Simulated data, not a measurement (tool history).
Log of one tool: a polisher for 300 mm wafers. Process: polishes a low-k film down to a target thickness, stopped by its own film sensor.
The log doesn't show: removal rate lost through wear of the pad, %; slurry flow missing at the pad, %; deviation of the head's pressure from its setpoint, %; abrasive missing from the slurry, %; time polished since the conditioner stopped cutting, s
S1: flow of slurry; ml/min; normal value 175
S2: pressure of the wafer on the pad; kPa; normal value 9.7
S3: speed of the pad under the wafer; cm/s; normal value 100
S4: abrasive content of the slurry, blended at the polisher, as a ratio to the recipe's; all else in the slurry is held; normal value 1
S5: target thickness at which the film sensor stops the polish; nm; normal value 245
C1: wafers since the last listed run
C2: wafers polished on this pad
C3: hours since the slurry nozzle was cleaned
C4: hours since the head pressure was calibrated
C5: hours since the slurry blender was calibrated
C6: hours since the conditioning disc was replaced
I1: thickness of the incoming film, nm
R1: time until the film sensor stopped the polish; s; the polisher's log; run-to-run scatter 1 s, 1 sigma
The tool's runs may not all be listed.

{"run": 1, "hour": 0.0, "S1": 205, "S2": 9.7, "S3": 100, "S4": 1, "S5": 245, "C1": 0, "C2": 671, "C3": 443.3, "C4": 921.5, "C5": 32.8, "C6": 231.6, "I1": 273.3, "R1": 97.9}
{"hour": 7.7, "done": "worn pad replaced by a new one"}
{"run": 2, "hour": 21.9, "S1": 205, "S2": 9.7, "S3": 100, "S4": 1, "S5": 245, "C1": 122, "C2": 97, "C3": 465.2, "C4": 943.4, "C5": 54.7, "C6": 253.5, "I1": 269.7, "R1": 83.9}
{"run": 3, "hour": 53.5, "S1": 175, "S2": 9.7, "S3": 100, "S4": 1, "S5": 245, "C1": 215, "C2": 312, "C3": 496.8, "C4": 975, "C5": 86.3, "C6": 285.1, "I1": 271.8, "R1": 97.5}
{"run": 4, "hour": 67.0, "S1": 210, "S2": 11.7, "S3": 100, "S4": 1, "S5": 245, "C1": 92, "C2": 404, "C3": 510.3, "C4": 988.5, "C5": 99.8, "C6": 298.6, "I1": 270.4, "R1": 74.3}
{"run": 5, "hour": 93.5, "S1": 210, "S2": 11.7, "S3": 100, "S4": 1, "S5": 245, "C1": 180, "C2": 585, "C3": 536.8, "C4": 1015, "C5": 126.3, "C6": 325.1, "I1": 272.6, "R1": 82.9}
{"run": 6, "hour": 110.6, "S1": 210, "S2": 11.7, "S3": 100, "S4": 1, "S5": 245, "C1": 116, "C2": 702, "C3": 553.9, "C4": 1032.1, "C5": 143.4, "C6": 342.2, "I1": 268.7, "R1": 69.1}
{"hour": 127.2, "done": "worn pad replaced by a new one"}
{"run": 7, "hour": 140.3, "S1": 175, "S2": 9.7, "S3": 100, "S4": 1, "S5": 239, "C1": 175, "C2": 89, "C3": 583.6, "C4": 1061.8, "C5": 173.1, "C6": 371.9, "I1": 269.7, "R1": 114.8}
{"hour": 149.3, "done": "head pressure recalibrated"}
{"run": 8, "hour": 165.3, "S1": 175, "S2": 9.7, "S3": 100, "S4": 1, "S5": 239, "C1": 156, "C2": 246, "C3": 608.6, "C4": 16, "C5": 198.1, "C6": 396.9, "I1": 267.5, "R1": 108}
{"hour": 175.4, "done": "slurry nozzle cleaned"}
{"hour": 189.7, "done": "slurry blender recalibrated"}
{"run": 9, "hour": 190.2, "S1": 175, "S2": 9.7, "S3": 100, "S4": 1.15, "S5": 245, "C1": 149, "C2": 395, "C3": 14.8, "C4": 40.9, "C5": 0.5, "C6": 421.8, "I1": 273.4, "R1": 86.4}

What will run 10 give?
{"run": 10, "hour": 211.7, "S1": 230, "S2": 9.7, "S3": 100, "S4": 1, "S5": 241, "C1": 146, "C2": 542, "C3": 36.3, "C4": 62.4, "C5": 22, "C6": 443.3, "I1": 266.8, "R1": "?"}

{"run 10": {"R1": 81.7}}
With no hidden state in the tool, this same run would have given R1 79.5 s.
